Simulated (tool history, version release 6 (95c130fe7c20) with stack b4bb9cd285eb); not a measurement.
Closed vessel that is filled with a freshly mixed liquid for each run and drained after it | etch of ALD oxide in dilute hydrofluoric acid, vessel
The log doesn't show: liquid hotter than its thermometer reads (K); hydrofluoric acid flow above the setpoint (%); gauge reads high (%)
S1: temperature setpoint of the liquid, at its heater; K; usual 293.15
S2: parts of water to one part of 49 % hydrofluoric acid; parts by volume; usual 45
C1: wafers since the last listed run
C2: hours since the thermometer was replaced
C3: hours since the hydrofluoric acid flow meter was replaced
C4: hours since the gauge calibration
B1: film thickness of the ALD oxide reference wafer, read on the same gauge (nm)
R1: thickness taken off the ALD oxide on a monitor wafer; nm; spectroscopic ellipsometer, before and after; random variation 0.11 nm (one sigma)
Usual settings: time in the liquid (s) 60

Run 1, hour 0: usual settings; C1 0; C2 2356.1; C3 712.3; C4 495.9; B1 112.06. Result: R1 16.39 nm.
At hour 13.3: gauge calibrated.
Run 2, hour 72.6: usual settings; C1 9317; C2 2428.7; C3 784.9; C4 59.3; B1 109.96. Result: R1 16.08 nm.
Run 3, hour 124.5: usual settings; C1 6660; C2 2480.6; C3 836.8; C4 111.2; B1 109.99. Result: R1 16.07 nm.
Run 4, hour 155.7: usual settings; C1 4004; C2 2511.8; C3 868; C4 142.4; B1 110.09. Result: R1 16.11 nm.
Run 5, hour 190.7: usual settings; C1 4491; C2 2546.8; C3 903; C4 177.4; B1 110.17. Result: R1 16 nm.
Run 6, hour 225.9: usual settings but S1 296.15 K; C1 4517; C2 2582; C3 938.2; C4 212.6; B1 110.29. Result: R1 18.34 nm.
Run 7, hour 274.3: usual settings; C1 6211; C2 2630.4; C3 986.6; C4 261; B1 110.45. Result: R1 16.19 nm.
At hour 283.7: thermometer replaced.
Run 8, hour 317.6: usual settings; C1 5428; C2 33.9; C3 1029.9; C4 304.3; B1 110.64. Result: R1 16.32 nm.
Run 9, hour 343.7: usual settings but S1 290.15 K, S2 55 parts by volume, time in the liquid (s) 35; C1 3349; C2 60; C3 1056; C4 330.4; B1 110.75. Result: R1 6.78 nm.
Run 10, hour 383.2: usual settings but S1 298.15 K, S2 60 parts by volume; C1 5069; C2 99.5; C3 1095.5; C4 369.9; B1 111. Result: R1 14.78 nm.
At hour 504: hydrofluoric acid flow meter replaced.
Run 11, hour 560: usual settings but S1 290.15 K, S2 35 parts by volume; C1 22561; C2 276.3; C3 56; C4 546.7; B1 112.13. Result: R1 18.65 nm.
Run 12, hour 597.5: usual settings but S1 290.15 K, S2 65 parts by volume, time in the liquid (s) 85; C1 4812; C2 313.8; C3 93.5; C4 584.2; B1 112.49. Result: R1 13.72 nm.
At hour 608.6: gauge calibrated.
Run 13, hour 624.5: usual settings but S1 296.15 K, S2 35 parts by volume; C1 3465; C2 340.8; C3 120.5; C4 15.9; B1 109.98. Result: R1 23.75 nm.
Run 14, hour 688.8: usual settings; C1 8252; C2 405.1; C3 184.8; C4 80.2; B1 110.03. Result: R1 16.01 nm.
Run 15, hour 737.5: usual settings but S1 291.15 K, time in the liquid (s) 90; C1 6249; C2 453.8; C3 233.5; C4 128.9; B1 110.11. Result: R1 22.24 nm.
Run 16, hour 782.9: usual settings; C1 5826; C2 499.2; C3 278.9; C4 174.3; B1 110.2. Result: R1 16.06 nm.
Run 17, hour 825.7: usual settings but S1 291.15 K, time in the liquid (s) 85; C1 5492; C2 542; C3 321.7; C4 217.1; B1 110.28. Result: R1 21.25 nm.

Forecast each of these 3 alternatives for the next run:
Run A, hour 826.4: usual settings but S1 295.15 K; C1 89; C2 542.7; C3 322.4; C4 217.8; B1 ?. Result: R1 ?.
Run B, hour 826.4: usual settings but S1 290.65 K, time in the liquid (s) 75; C1 89; C2 542.7; C3 322.4; C4 217.8; B1 ?. Result: R1 ?.
Run C, hour 826.4: usual settings but S1 297.65 K, time in the liquid (s) 85; C1 89; C2 542.7; C3 322.4; C4 217.8; B1 ?. Result: R1 ?.

run      B1     R1
  A  110.33  17.65
  B  110.33  18.21
  C  110.33  27.74
Without the tool's hidden state the same runs would have given:
run     R1
  A   17.6
  B  18.15
  C  27.66
